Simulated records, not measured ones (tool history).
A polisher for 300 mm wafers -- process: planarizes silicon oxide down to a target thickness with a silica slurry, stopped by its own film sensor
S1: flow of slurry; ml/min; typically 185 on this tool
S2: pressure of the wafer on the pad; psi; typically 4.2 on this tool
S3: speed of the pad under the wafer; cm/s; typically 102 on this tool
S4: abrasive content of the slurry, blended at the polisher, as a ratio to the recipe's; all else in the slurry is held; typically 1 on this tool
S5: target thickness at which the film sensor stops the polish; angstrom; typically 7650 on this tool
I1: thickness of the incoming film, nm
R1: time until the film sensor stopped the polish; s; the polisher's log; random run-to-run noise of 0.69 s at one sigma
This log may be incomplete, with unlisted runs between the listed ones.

run 1 hour=0 | S1=185 S2=4.2 S3=102 S4=1 S5=7650 | I1=1030.6 | R1=73.6
run 2 hour=51.8 | S1=185 S2=4.2 S3=102 S4=1 S5=7650 | I1=1040.3 | R1=77.9
run 3 hour=97.8 | S1=185 S2=4.2 S3=102 S4=1 S5=7650 | I1=1025.4 | R1=73.4
run 4 hour=135.8 | S1=185 S2=4.2 S3=110 S4=1 S5=7140 | I1=1055 | R1=91.4
run 5 hour=169 | S1=185 S2=4.2 S3=110 S4=1 S5=7140 | I1=1035.1 | R1=89.2
-- hour=171.2 slurry nozzle cleaned
-- hour=175.6 worn pad replaced by a new one
-- hour=186 slurry blender recalibrated
run 6 hour=201.6 | S1=185 S2=4.2 S3=110 S4=1 S5=7140 | I1=1053.4 | R1=86.7
-- hour=210.2 conditioning disc replaced and pad reconditioned
run 7 hour=230.1 | S1=185 S2=4.2 S3=102 S4=1 S5=7650 | I1=1027.1 | R1=71.2
run 8 hour=269.9 | S1=185 S2=3.6 S3=102 S4=1 S5=7650 | I1=1057.6 | R1=89.5
run 9 hour=335.5 | S1=185 S2=3.6 S3=102 S4=1 S5=7650 | I1=1059.1 | R1=92.1
-- hour=398 worn pad replaced by a new one
-- hour=421.2 slurry blender recalibrated
-- hour=515.3 slurry nozzle cleaned
-- hour=523.4 conditioning disc replaced and pad reconditioned
run 10 hour=528.9 | S1=185 S2=4.2 S3=102 S4=1 S5=7430 | I1=1036 | R1=80.8
run 11 hour=566.7 | S1=185 S2=4.2 S3=102 S4=1 S5=7430 | I1=1037.1 | R1=81.3
-- hour=604.1 worn pad replaced by a new one
run 12 hour=608.4 | S1=185 S2=4.2 S3=102 S4=0.9 S5=6780 | I1=1054 | R1=113.4
run 13 hour=677.2 | S1=185 S2=4.2 S3=102 S4=1 S5=7650 | I1=1053.7 | R1=80
-- hour=694.8 slurry blender recalibrated
run 14 hour=729.1 | S1=185 S2=4.2 S3=76 S4=1 S5=7650 | I1=1051.1 | R1=102.1
-- hour=744.1 head pressure recalibrated
run 15 hour=764.5 | S1=185 S2=4.2 S3=102 S4=1 S5=6790 | I1=1040.1 | R1=104
-- hour=777.8 conditioning disc replaced and pad reconditioned
run 16 hour=826 | S1=185 S2=4.2 S3=76 S4=1 S5=6800 | I1=1034 | R1=130.9
-- hour=831 slurry nozzle cleaned
-- hour=862.4 worn pad replaced by a new one
run 17 hour=894.4 | S1=185 S2=3.4 S3=102 S4=0.8 S5=7650 | I1=1040.9 | R1=109.5
-- hour=924.5 slurry blender recalibrated
run 18 hour=943.3 | S1=185 S2=3 S3=120 S4=1.2 S5=6890 | I1=1044.2 | R1=96.7
run 19 hour=983.7 | S1=185 S2=4.2 S3=102 S4=0.75 S5=7650 | I1=1040.9 | R1=103.2
run 20 hour=1038.2 | S1=185 S2=5.1 S3=102 S4=1 S5=7650 | I1=1040.8 | R1=67.4
-- hour=1043.6 conditioning disc replaced and pad reconditioned
run 21 hour=1099.9 | S1=210 S2=5.6 S3=76 S4=1 S5=8490 | I1=1026 | R1=51.4
-- hour=1125.9 worn pad replaced by a new one
run 22 hour=1137.4 | S1=165 S2=4.2 S3=102 S4=1 S5=8200 | I1=1045.3 | R1=67.2
-- hour=1154.2 slurry nozzle cleaned
-- hour=1170.8 slurry blender recalibrated
run 23 hour=1199.1 | S1=185 S2=3 S3=120 S4=1.2 S5=6890 | I1=1048 | R1=95.5

Selected run-to-run steps in R1, each split into two signed amounts: the part the tool would show with no hidden state at all (from settings, incoming material and random variation), and the remainder, which goes to the hidden state together with any gauge scatter not common to the measured and the hidden-state-free results:
Hidden state at play: removal rate lost through wear of the pad, %; slurry flow missing at the pad, %; deviation of the head's pressure from its setpoint, %; abrasive missing from the slurry, %; time polished since the conditioner stopped cutting, s.
Run 5 -> 6: slurry nozzle cleaned, worn pad replaced by a new one, slurry blender recalibrated. R1 -2.5 s: hidden state -5.4, all else +2.9.
Run 12 -> 13: S4 0.9 -> 1, S5 6780 -> 7650. R1 -33.4 s: hidden state +0.4, all else -33.8.
Run 16 -> 17: S2 4.2 -> 3.4, S3 76 -> 102, S4 1 -> 0.8, S5 6800 -> 7650, slurry nozzle cleaned, worn pad replaced by a new one. R1 -21.4 s: hidden state -6.8, all else -14.6.
Run 19 -> 20: S2 4.2 -> 5.1, S4 0.75 -> 1. R1 -35.8 s: hidden state +0, all else -35.8.

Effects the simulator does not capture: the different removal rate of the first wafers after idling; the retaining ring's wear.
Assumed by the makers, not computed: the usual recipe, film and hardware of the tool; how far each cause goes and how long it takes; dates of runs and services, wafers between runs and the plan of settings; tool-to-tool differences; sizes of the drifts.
